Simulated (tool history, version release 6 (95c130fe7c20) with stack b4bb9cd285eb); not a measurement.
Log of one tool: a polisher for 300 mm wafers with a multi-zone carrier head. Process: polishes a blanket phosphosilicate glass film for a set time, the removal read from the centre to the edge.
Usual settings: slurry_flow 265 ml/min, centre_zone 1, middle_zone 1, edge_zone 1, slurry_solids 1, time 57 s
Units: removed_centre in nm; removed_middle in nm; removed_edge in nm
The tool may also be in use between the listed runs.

run	hour	slurry_flow	centre_zone	middle_zone	edge_zone	slurry_solids	time	wafers since the last listed run	wafers polished on this pad	hours since the slurry nozzle was cleaned	hours since the centre zone pressure was calibrated	hours since the edge zone pressure was calibrated	hours since the carrier head's membrane was replaced	incoming thickness of the incoming film, nm	removed_centre	removed_middle	removed_edge
1	0	265	1	1	0.95	1	57	0	409	378.7	685.4	126.8	860.4	1812.9	636.4	625.1	629.2
# hour 59.8: slurry nozzle cleaned
2	96.6	195	1	1	1	1	57	1223	1633	36.8	782	223.4	957	1832.7	604.3	617.7	630
3	220.1	195	1	1	1	1	57	1580	3214	160.3	905.5	346.9	1080.5	1807.4	608.8	605.8	626.7
# hour 237.5: edge zone pressure recalibrated
4	297.2	265	1.05	1	1	1	57	961	4175	237.4	982.6	59.7	1157.6	1793.5	663.5	628	648.3
# hour 373.7: worn pad replaced by a new one
5	376.4	265	1.05	1	1	1	57	962	34	316.6	1061.8	138.9	1236.8	1809.9	672.5	625.4	631.9
# hour 449.3: slurry nozzle cleaned
6	459.3	265	0.96	0.93	1	1	57	1048	1082	10	1144.7	221.8	1319.7	1816.3	615.7	606.8	635.6
7	510.2	265	1	1	1	1	57	651	1734	60.9	1195.6	272.7	1370.6	1828.7	632.9	634.1	642.6
8	610	265	1	1	1	1	57	1277	3011	160.7	1295.4	372.5	1470.4	1817.4	633	632.3	626.1
# hour 634.7: edge zone pressure recalibrated
# hour 763: worn pad replaced by a new one
# hour 786.7: centre zone pressure recalibrated
# hour 875.2: slurry nozzle cleaned
9	928.6	265	1	1	1	1	57	3963	2081	53.4	141.9	293.9	1789	1796.9	637.9	616.8	637.8
10	973.6	265	1	1	0.95	1	57	576	2657	98.4	186.9	338.9	1834	1780.8	627.3	644.1	621.6
# hour 1031.3: edge zone pressure recalibrated
11	1059.7	345	1	1	1	1.1	57	1076	3733	184.5	273	28.4	1920.1	1805.6	666.6	677.4	673.1
12	1109.4	195	1	1	1	1	57	636	4369	234.2	322.7	78.1	1969.8	1833	613.7	621.4	623.8
# hour 1148.6: worn pad replaced by a new one
# hour 1165.7: carrier head's membrane replaced by a new one
13	1188.1	265	1.07	1	1	1	57	892	441	312.9	401.4	156.8	22.4	1808.8	686.9	632.2	626.8
14	1282.5	180	0.96	1	1.08	0.75	57	1208	1649	407.3	495.8	251.2	116.8	1817.7	527	565.9	584.7
# hour 1296: slurry nozzle cleaned
15	1357.4	265	1	0.95	1.05	1	66	945	2595	61.4	570.7	326.1	191.7	1781.3	730.9	722.7	755.1
# hour 1404.8: edge zone pressure recalibrated
16	1423.2	265	1.06	1	1	1.25	50	816	3412	127.2	636.5	18.4	257.5	1809.7	633.9	596.2	601.6
17	1459.4	265	1.05	1	1	1	57	463	3875	163.4	672.7	54.6	293.7	1830.5	664.5	651.8	646.9
# hour 1507.7: worn pad replaced by a new one
18	1514.2	295	1.1	1	1	1	40	650	83	218.2	727.5	109.4	348.5	1792.9	493.5	453.2	447.2
19	1584.3	265	1	1	1	1	67	897	980	288.3	797.6	179.5	418.6	1818.2	739.5	747.9	758.5
20	1656.5	265	1	1	1	1	57	924	1904	360.5	869.8	251.7	490.8	1794	631.4	644.3	643.7
21	1695.5	205	1.1	1	1	1.25	74	499	2404	399.5	908.8	290.7	529.8	1813.3	929	849.8	873.9

Hidden state at the last listed run before each entry between runs and at the first one after, where it differs:
Between runs 1 and 2: slurry nozzle cleaned (hour 59.8)
  no hidden state differs between the two runs
Between runs 3 and 4: edge zone pressure recalibrated (hour 237.5)
  no hidden state differs between the two runs
Between runs 4 and 5: worn pad replaced by a new one (hour 373.7)
  no hidden state differs between the two runs
Between runs 5 and 6: slurry nozzle cleaned (hour 449.3)
  no hidden state differs between the two runs
Between runs 8 and 9: edge zone pressure recalibrated (hour 634.7); worn pad replaced by a new one (hour 763); centre zone pressure recalibrated (hour 786.7); slurry nozzle cleaned (hour 875.2)
  no hidden state differs between the two runs
Between runs 10 and 11: edge zone pressure recalibrated (hour 1031.3)
  no hidden state differs between the two runs
Between runs 12 and 13: worn pad replaced by a new one (hour 1148.6); carrier head's membrane replaced by a new one (hour 1165.7)
  no hidden state differs between the two runs
Between runs 14 and 15: slurry nozzle cleaned (hour 1296)
  no hidden state differs between the two runs
Between runs 15 and 16: edge zone pressure recalibrated (hour 1404.8)
  no hidden state differs between the two runs
Between runs 17 and 18: worn pad replaced by a new one (hour 1507.7)
  no hidden state differs between the two runs
